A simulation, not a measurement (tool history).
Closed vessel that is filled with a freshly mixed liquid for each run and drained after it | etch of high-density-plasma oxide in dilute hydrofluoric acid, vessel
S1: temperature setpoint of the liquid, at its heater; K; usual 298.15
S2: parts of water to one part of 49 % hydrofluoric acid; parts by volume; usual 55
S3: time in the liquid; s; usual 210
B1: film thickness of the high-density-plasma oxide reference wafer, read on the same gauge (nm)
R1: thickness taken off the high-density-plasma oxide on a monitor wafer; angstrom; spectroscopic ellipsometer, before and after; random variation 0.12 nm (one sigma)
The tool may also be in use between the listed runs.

| run | day | S1 | S2 | S3 | B1 | R1 |
|---|---|---|---|---|---|---|
| 1 | 0.000 | 294.15 | 55 | 275 | 120.00 | 278.0 |
| 2 | 2.238 | 294.15 | 55 | 275 | 120.00 | 277.2 |
| 3 | 7.612 | 298.15 | 55 | 210 | 119.98 | 249.4 |
| 4 | 10.517 | 298.15 | 55 | 210 | 119.98 | 248.8 |
| 5 | 13.962 | 298.15 | 55 | 210 | 119.96 | 248.7 |
| 6 | 18.433 | 298.15 | 40 | 210 | 120.00 | 350.4 |
| 7 | 21.958 | 298.15 | 55 | 210 | 119.99 | 247.3 |
| 8 | 24.292 | 295.65 | 55 | 240 | 119.99 | 255.7 |
| 9 | 26.071 | 298.15 | 55 | 210 | 119.98 | 247.2 |
| 10 | 27.992 | 298.15 | 55 | 210 | 120.00 | 247.9 |
| 11 | 32.483 | 298.15 | 55 | 210 | 120.01 | 251.0 |
| 12 | 36.838 | 298.15 | 55 | 185 | 120.00 | 221.8 |
| 13 | 39.804 | 298.15 | 55 | 185 | 120.02 | 221.4 |
| 14 | 42.717 | 301.15 | 55 | 245 | 120.01 | 331.9 |
| 15 | 44.362 | 298.15 | 70 | 305 | 120.01 | 280.2 |
| 16 | 47.683 | 298.15 | 55 | 210 | 119.99 | 251.7 |
| 17 | 49.704 | 302.15 | 80 | 110 | 120.05 | 102.1 |
| 18 | 51.858 | 300.15 | 40 | 210 | 119.98 | 382.0 |
| 19 | 53.862 | 298.15 | 55 | 210 | 119.98 | 250.2 |
| 20 | 55.979 | 294.15 | 40 | 325 | 120.03 | 461.3 |
| 21 | 60.367 | 294.15 | 35 | 210 | 119.99 | 340.2 |
| 22 | 64.188 | 298.15 | 55 | 210 | 119.94 | 248.3 |
| 23 | 66.388 | 298.15 | 55 | 310 | 120.00 | 368.7 |
| 24 | 69.108 | 293.15 | 25 | 160 | 119.99 | 349.4 |
| 25 | 71.862 | 298.15 | 80 | 320 | 120.00 | 251.6 |
| 26 | 73.375 | 302.15 | 75 | 85 | 119.95 | 83.9 |
| 27 | 76.242 | 298.15 | 45 | 285 | 119.98 | 424.6 |
| 28 | 80.104 | 298.15 | 55 | 210 | 120.00 | 251.1 |
| 29 | 83.638 | 298.15 | 55 | 210 | 119.97 | 251.5 |
| 30 | 88.742 | 295.65 | 55 | 240 | 119.98 | 258.3 |
| 31 | 91.404 | 298.15 | 55 | 210 | 120.01 | 252.6 |

Taken out of this log: 4 entries between the listed runs. Where each belongs, and how the hidden state differs across it:
Between runs 10 and 11: hydrofluoric acid flow meter replaced (day 29.375)
  hydrofluoric acid flow below the setpoint (%): 2.12 -> 0.306
  measured less the result without the state, R1: -5.8 -> -0.9 angstrom
Between runs 19 and 20: thermometer replaced (day 54.500)
  hydrofluoric acid flow below the setpoint (%): 1.05 -> 1.12
  measured less the result without the state, R1: -2.8 -> -5.5 angstrom
Between runs 22 and 23: gauge calibrated (day 64.750)
  hydrofluoric acid flow below the setpoint (%): 1.41 -> 1.49
  measured less the result without the state, R1: -3.9 -> -5.9 angstrom
Between runs 26 and 27: hydrofluoric acid flow meter replaced (day 73.850)
  hydrofluoric acid flow below the setpoint (%): 1.73 -> 0.183
  measured less the result without the state, R1: -1.6 -> -0.8 angstrom

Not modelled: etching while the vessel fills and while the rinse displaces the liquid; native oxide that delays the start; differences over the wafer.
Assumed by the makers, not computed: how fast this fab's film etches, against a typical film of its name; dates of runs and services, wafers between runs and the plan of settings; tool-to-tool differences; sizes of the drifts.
